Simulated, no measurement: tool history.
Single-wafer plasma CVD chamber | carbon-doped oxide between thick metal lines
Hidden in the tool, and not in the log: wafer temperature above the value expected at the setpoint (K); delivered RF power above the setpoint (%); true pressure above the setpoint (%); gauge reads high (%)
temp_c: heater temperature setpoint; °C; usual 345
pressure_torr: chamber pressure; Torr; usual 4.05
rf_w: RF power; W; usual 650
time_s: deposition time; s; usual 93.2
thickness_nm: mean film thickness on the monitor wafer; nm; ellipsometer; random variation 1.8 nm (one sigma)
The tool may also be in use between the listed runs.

| run | hour | temp_c | pressure_torr | rf_w | time_s | wafers since the last listed run | hours since the last thermocouple change | hours since the last RF generator calibration | hours since the last manometer calibration | hours since the showerhead was replaced | hours since the gauge calibration | read-back reference wafer on the same gauge, thickness_nm | thickness_nm |
|---|---|---|---|---|---|---|---|---|---|---|---|---|---|
| 1 | 0.0 | 345 | 3.43 | 650 | 102.2 | 0 | 618.3 | 1500.2 | 93.0 | 6852.8 | 139.0 | 540.575 | 592.498 |
| 2 | 83.4 | 345 | 4.05 | 650 | 93.2 | 1471 | 701.7 | 1583.6 | 176.4 | 6936.2 | 222.4 | 540.800 | 558.471 |
| 3 | 399.0 | 345 | 4.05 | 650 | 84.3 | 5568 | 1017.3 | 1899.2 | 492.0 | 7251.8 | 538.0 | 540.867 | 503.695 |
| 4 | 450.8 | 345 | 4.05 | 650 | 84.3 | 914 | 1069.1 | 1951.0 | 543.8 | 7303.6 | 589.8 | 540.594 | 504.567 |
| 5 | 515.4 | 345 | 4.05 | 650 | 84.3 | 1139 | 1133.7 | 2015.6 | 608.4 | 7368.2 | 654.4 | 540.795 | 502.607 |
| 6 | 607.7 | 345 | 4.05 | 650 | 93.2 | 1628 | 1226.0 | 2107.9 | 700.7 | 7460.5 | 746.7 | 541.537 | 557.673 |
| 7 | 655.8 | 345 | 4.05 | 740 | 93.2 | 848 | 1274.1 | 2156.0 | 748.8 | 7508.6 | 794.8 | 540.578 | 623.961 |
|  | 714.8 | showerhead replaced |
| 8 | 715.3 | 345 | 4.65 | 650 | 108.9 | 908 | 1333.6 | 2215.5 | 808.3 | 0.5 | 854.3 | 540.943 | 669.704 |
|  | 724.9 | RF generator calibrated |
| 9 | 750.9 | 359 | 4.05 | 770 | 79.6 | 486 | 1369.2 | 26.0 | 843.9 | 36.1 | 889.9 | 541.341 | 531.115 |
| 10 | 795.7 | 345 | 3.60 | 650 | 93.2 | 790 | 1414.0 | 70.8 | 888.7 | 80.9 | 934.7 | 540.858 | 546.929 |
| 11 | 903.6 | 345 | 4.58 | 730 | 93.2 | 1903 | 1521.9 | 178.7 | 996.6 | 188.8 | 1042.6 | 540.885 | 633.664 |
| 12 | 991.8 | 345 | 4.05 | 650 | 93.2 | 1556 | 1610.1 | 266.9 | 1084.8 | 277.0 | 1130.8 | 541.358 | 555.547 |
| 13 | 1050.8 | 345 | 3.13 | 695 | 79.2 | 1041 | 1669.1 | 325.9 | 1143.8 | 336.0 | 1189.8 | 541.430 | 482.342 |
| 14 | 1122.6 | 345 | 4.05 | 650 | 86.8 | 1266 | 1740.9 | 397.7 | 1215.6 | 407.8 | 1261.6 | 541.209 | 520.295 |
| 15 | 1161.8 | 332 | 4.05 | 595 | 87.7 | 691 | 1780.1 | 436.9 | 1254.8 | 447.0 | 1300.8 | 541.327 | 502.580 |
| 16 | 1232.0 | 333 | 3.31 | 555 | 86.5 | 1238 | 1850.3 | 507.1 | 1325.0 | 517.2 | 1371.0 | 541.026 | 441.640 |
| 17 | 1299.2 | 345 | 4.05 | 650 | 93.2 | 1185 | 1917.5 | 574.3 | 1392.2 | 584.4 | 1438.2 | 541.037 | 561.677 |
|  | 1359.3 | thermocouple changed; heater temperature recalibrated |
| 18 | 1359.8 | 345 | 4.05 | 695 | 81.1 | 928 | 0.5 | 634.9 | 1452.8 | 645.0 | 1498.8 | 540.698 | 518.216 |
| 19 | 1406.8 | 335 | 4.67 | 650 | 93.2 | 829 | 47.5 | 681.9 | 1499.8 | 692.0 | 1545.8 | 541.688 | 591.819 |
| 20 | 1464.6 | 345 | 4.97 | 745 | 100.0 | 1019 | 105.3 | 739.7 | 1557.6 | 749.8 | 1603.6 | 541.061 | 702.199 |
| 21 | 1506.8 | 345 | 4.05 | 715 | 110.4 | 744 | 147.5 | 781.9 | 1599.8 | 792.0 | 1645.8 | 540.779 | 716.404 |
| 22 | 1594.6 | 331 | 4.41 | 650 | 93.2 | 1549 | 235.3 | 869.7 | 1687.6 | 879.8 | 1733.6 | 541.385 | 591.820 |
| 23 | 1641.0 | 339 | 3.53 | 650 | 93.2 | 818 | 281.7 | 916.1 | 1734.0 | 926.2 | 1780.0 | 540.983 | 550.147 |
| 24 | 1739.7 | 345 | 4.05 | 650 | 93.2 | 1741 | 380.4 | 1014.8 | 1832.7 | 1024.9 | 1878.7 | 540.956 | 555.878 |
| 25 | 1786.5 | 333 | 4.78 | 770 | 106.9 | 825 | 427.2 | 1061.6 | 1879.5 | 1071.7 | 1925.5 | 541.059 | 793.318 |
| 26 | 1887.7 | 333 | 3.31 | 555 | 86.5 | 1785 | 528.4 | 1162.8 | 1980.7 | 1172.9 | 2026.7 | 541.119 | 442.566 |
| 27 | 1950.7 | 354 | 4.05 | 735 | 93.2 | 1111 | 591.4 | 1225.8 | 2043.7 | 1235.9 | 2089.7 | 541.163 | 606.098 |
|  | 2038.4 | capacitance manometer re-zeroed and calibrated |
| 28 | 2186.2 | 345 | 4.55 | 715 | 93.2 | 4014 | 826.9 | 1461.3 | 147.8 | 1471.4 | 2325.2 | 540.854 | 620.612 |

Forecast each of these 4 alternatives for the next run:
| A | 2186.6 | 345 | 4.05 | 770 | 93.2 | 7 | 827.3 | 1461.7 | 148.2 | 1471.8 | 2325.6 | ? | ? |
| B | 2186.6 | 345 | 3.37 | 650 | 93.2 | 7 | 827.3 | 1461.7 | 148.2 | 1471.8 | 2325.6 | ? | ? |
| C | 2186.6 | 345 | 4.05 | 650 | 78.0 | 7 | 827.3 | 1461.7 | 148.2 | 1471.8 | 2325.6 | ? | ? |
| D | 2186.6 | 333 | 3.63 | 725 | 104.5 | 7 | 827.3 | 1461.7 | 148.2 | 1471.8 | 2325.6 | ? | ? |

| run | read-back reference wafer on the same gauge, thickness_nm | thickness_nm |
|---|---|---|
| A | 541.085 | 643.834 |
| B | 541.085 | 537.308 |
| C | 541.085 | 465.745 |
| D | 541.085 | 699.451 |
Without the tool's hidden state the same runs would have given:
| run | thickness_nm |
|---|---|
| A | 643.834 |
| B | 537.308 |
| C | 465.745 |
| D | 699.451 |
